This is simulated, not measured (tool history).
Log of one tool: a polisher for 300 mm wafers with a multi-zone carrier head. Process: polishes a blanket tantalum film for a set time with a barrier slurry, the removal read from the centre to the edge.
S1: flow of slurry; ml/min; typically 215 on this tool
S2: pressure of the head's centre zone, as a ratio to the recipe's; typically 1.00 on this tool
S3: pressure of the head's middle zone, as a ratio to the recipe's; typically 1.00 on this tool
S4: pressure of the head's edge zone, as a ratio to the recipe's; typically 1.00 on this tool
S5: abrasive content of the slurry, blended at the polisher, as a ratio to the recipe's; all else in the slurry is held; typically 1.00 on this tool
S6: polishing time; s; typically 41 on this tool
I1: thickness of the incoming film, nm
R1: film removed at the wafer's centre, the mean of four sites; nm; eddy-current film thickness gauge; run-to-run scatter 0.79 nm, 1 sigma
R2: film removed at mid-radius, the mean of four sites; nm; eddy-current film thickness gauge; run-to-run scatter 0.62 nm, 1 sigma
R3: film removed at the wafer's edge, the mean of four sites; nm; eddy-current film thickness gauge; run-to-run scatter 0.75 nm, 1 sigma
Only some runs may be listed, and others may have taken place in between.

run 1 hour=0.0 | S1=150 S2=1.05 S3=1.00 S4=1.00 S5=1.00 S6=41 | I1=442.7 | R1=50.9 R2=49.7 R3=50.0
run 2 hour=33.8 | S1=215 S2=1.08 S3=1.07 S4=1.07 S5=1.00 S6=41 | I1=444.2 | R1=54.4 R2=54.4 R3=54.8
-- hour=60.8 slurry nozzle cleaned
run 3 hour=99.9 | S1=215 S2=1.00 S3=0.97 S4=0.92 S5=0.90 S6=30 | I1=439.2 | R1=40.2 R2=40.5 R3=38.0
run 4 hour=160.0 | S1=215 S2=1.00 S3=1.00 S4=1.00 S5=1.00 S6=41 | I1=440.0 | R1=56.9 R2=57.1 R3=55.9
run 5 hour=208.1 | S1=255 S2=1.00 S3=0.89 S4=0.90 S5=1.00 S6=52 | I1=436.1 | R1=71.5 R2=69.2 R3=68.5
run 6 hour=236.9 | S1=215 S2=1.00 S3=1.00 S4=1.00 S5=1.00 S6=41 | I1=437.3 | R1=56.0 R2=56.9 R3=56.5
-- hour=245.9 edge zone pressure recalibrated
run 7 hour=273.3 | S1=215 S2=1.00 S3=0.90 S4=1.00 S5=0.85 S6=41 | I1=443.2 | R1=55.6 R2=51.0 R3=54.3
run 8 hour=315.4 | S1=215 S2=1.00 S3=1.00 S4=1.00 S5=1.00 S6=41 | I1=430.3 | R1=57.6 R2=57.8 R3=53.8
-- hour=319.9 centre zone pressure recalibrated
-- hour=373.9 worn pad replaced by a new one
run 9 hour=381.7 | S1=215 S2=1.00 S3=1.00 S4=1.00 S5=1.00 S6=41 | I1=443.7 | R1=56.6 R2=56.2 R3=54.8
run 10 hour=430.4 | S1=140 S2=0.91 S3=0.90 S4=1.00 S5=1.00 S6=41 | I1=437.0 | R1=46.5 R2=48.6 R3=51.6
run 11 hour=497.2 | S1=215 S2=1.00 S3=1.00 S4=1.00 S5=0.80 S6=54 | I1=440.3 | R1=67.2 R2=68.5 R3=66.4
-- hour=534.6 slurry nozzle cleaned
run 12 hour=541.7 | S1=215 S2=1.00 S3=1.00 S4=1.00 S5=1.00 S6=41 | I1=443.4 | R1=57.5 R2=57.6 R3=56.8
run 13 hour=607.3 | S1=215 S2=1.00 S3=1.10 S4=1.00 S5=1.00 S6=51 | I1=440.1 | R1=71.3 R2=76.4 R3=67.5
run 14 hour=658.1 | S1=215 S2=0.96 S3=1.00 S4=1.09 S5=0.85 S6=41 | I1=442.6 | R1=52.5 R2=55.1 R3=55.8
run 15 hour=684.2 | S1=215 S2=1.00 S3=1.00 S4=1.00 S5=1.00 S6=41 | I1=436.1 | R1=55.6 R2=56.6 R3=55.2
run 16 hour=726.8 | S1=215 S2=1.00 S3=1.00 S4=1.00 S5=1.00 S6=41 | I1=433.3 | R1=56.1 R2=57.0 R3=55.8
run 17 hour=785.6 | S1=215 S2=1.00 S3=1.00 S4=1.00 S5=1.00 S6=41 | I1=442.1 | R1=56.5 R2=56.5 R3=54.3
-- hour=818.0 worn pad replaced by a new one
run 18 hour=825.5 | S1=215 S2=0.93 S3=1.11 S4=1.00 S5=1.00 S6=41 | I1=436.5 | R1=51.7 R2=60.4 R3=54.0
run 19 hour=857.2 | S1=285 S2=1.00 S3=0.97 S4=1.07 S5=1.00 S6=35 | I1=438.6 | R1=49.4 R2=48.0 R3=50.9
run 20 hour=902.7 | S1=215 S2=1.00 S3=1.00 S4=0.96 S5=1.00 S6=35 | I1=435.9 | R1=45.7 R2=47.7 R3=46.6
run 21 hour=955.4 | S1=185 S2=0.90 S3=1.00 S4=0.91 S5=0.90 S6=41 | I1=446.3 | R1=45.5 R2=52.7 R3=48.5
run 22 hour=1022.7 | S1=280 S2=1.06 S3=0.90 S4=1.00 S5=1.00 S6=41 | I1=439.3 | R1=59.8 R2=52.3 R3=55.3

Here are 4 independent what-if runs from the current tool condition. What would each one return?
run A hour=1023.1 | S1=215 S2=1.00 S3=1.00 S4=1.00 S5=1.00 S6=41 | I1=437.7 | R1=? R2=? R3=?
run B hour=1023.1 | S1=255 S2=1.00 S3=1.00 S4=1.00 S5=1.10 S6=41 | I1=437.7 | R1=? R2=? R3=?
run C hour=1023.1 | S1=215 S2=1.11 S3=1.00 S4=1.10 S5=1.00 S6=41 | I1=437.7 | R1=? R2=? R3=?
run D hour=1023.1 | S1=250 S2=0.94 S3=1.00 S4=1.00 S5=1.00 S6=41 | I1=437.7 | R1=? R2=? R3=?

run=A R1=52.3 R2=53.0 R3=53.0
run=B R1=55.1 R2=55.7 R3=55.2
run=C R1=58.1 R2=53.0 R3=55.5
run=D R1=50.5 R2=54.3 R3=53.9
Had the tool no hidden state, the same runs would have come out as:
run=A R1=56.6 R2=56.9 R3=55.9
run=B R1=59.0 R2=59.2 R3=57.8
run=C R1=62.9 R2=56.9 R3=58.5
run=D R1=54.2 R2=57.9 R3=56.6
